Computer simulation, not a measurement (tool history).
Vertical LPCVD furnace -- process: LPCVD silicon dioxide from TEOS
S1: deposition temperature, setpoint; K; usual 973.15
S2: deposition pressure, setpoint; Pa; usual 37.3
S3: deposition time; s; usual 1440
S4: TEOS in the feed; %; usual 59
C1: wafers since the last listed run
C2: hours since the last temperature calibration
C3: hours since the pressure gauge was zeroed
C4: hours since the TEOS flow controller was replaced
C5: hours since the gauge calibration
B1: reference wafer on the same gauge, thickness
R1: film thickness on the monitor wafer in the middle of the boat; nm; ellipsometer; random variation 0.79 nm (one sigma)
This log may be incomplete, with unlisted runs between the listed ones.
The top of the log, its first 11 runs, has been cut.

Run 12, hour 1056.1: usual settings; C1 805; C2 488.8; C3 3049.9; C4 98.9; C5 3016.1; B1 143.33. Result: R1 140.58 nm.
Run 13, hour 1110.3: usual settings; C1 443; C2 543; C3 3104.1; C4 153.1; C5 3070.3; B1 143.09. Result: R1 141.27 nm.
At hour 1118.9: gauge calibrated.
Run 14, hour 1160.7: usual settings but S1 978.15 K, S2 30.7 Pa; C1 412; C2 593.4; C3 3154.5; C4 203.5; C5 41.8; B1 142.97. Result: R1 142.76 nm.
Run 15, hour 1208.7: usual settings; C1 393; C2 641.4; C3 3202.5; C4 251.5; C5 89.8; B1 143.05. Result: R1 140.8 nm.
Run 16, hour 1256.6: usual settings but S1 978.15 K, S3 1650 s; C1 392; C2 689.3; C3 3250.4; C4 299.4; C5 137.7; B1 142.68. Result: R1 179.84 nm.
At hour 1353: pressure gauge zeroed.
Run 17, hour 1353.5: usual settings but S1 979.15 K, S4 68 %; C1 597; C2 786.2; C3 0.5; C4 396.3; C5 234.6; B1 143.1. Result: R1 172.36 nm.
Run 18, hour 1514.2: usual settings but S1 967.15 K, S2 44.7 Pa, S4 62 %; C1 1316; C2 946.9; C3 161.2; C4 557; C5 395.3; B1 143.14. Result: R1 136.43 nm.
Run 19, hour 1588.4: usual settings; C1 607; C2 1021.1; C3 235.4; C4 631.2; C5 469.5; B1 142.76. Result: R1 139.96 nm.
Run 20, hour 1693.4: usual settings but S2 42 Pa, S3 1650 s, S4 54 %; C1 859; C2 1126.1; C3 340.4; C4 736.2; C5 574.5; B1 142.95. Result: R1 161.74 nm.
At hour 1750.2: pressure gauge zeroed, repeated, since the last time left the tool worse.
Run 21, hour 1833.6: usual settings but S2 40 Pa; C1 951; C2 1266.3; C3 83.4; C4 876.4; C5 714.7; B1 143.3. Result: R1 148.47 nm.
Run 22, hour 1904: usual settings but S1 985.15 K; C1 576; C2 1336.7; C3 153.8; C4 946.8; C5 785.1; B1 143.4. Result: R1 189.08 nm.
Run 23, hour 1946.1: usual settings; C1 344; C2 1378.8; C3 195.9; C4 988.9; C5 827.2; B1 142.73. Result: R1 143.83 nm.
Run 24, hour 2009: usual settings but S3 1680 s; C1 515; C2 1441.7; C3 258.8; C4 1051.8; C5 890.1; B1 142.79. Result: R1 166.73 nm.

Run 25 has not been measured yet. What should we expect?
Run 25, hour 2093.6: usual settings but S1 963.15 K, S2 34 Pa, S4 52 %; C1 692; C2 1526.3; C3 343.4; C4 1136.4; C5 974.7; B1 ?. Result: R1 ?.

Logged for run 25: B1 143.05, R1 102.31 nm.
Without the tool's hidden state the same run would have given R1 102.55 nm.

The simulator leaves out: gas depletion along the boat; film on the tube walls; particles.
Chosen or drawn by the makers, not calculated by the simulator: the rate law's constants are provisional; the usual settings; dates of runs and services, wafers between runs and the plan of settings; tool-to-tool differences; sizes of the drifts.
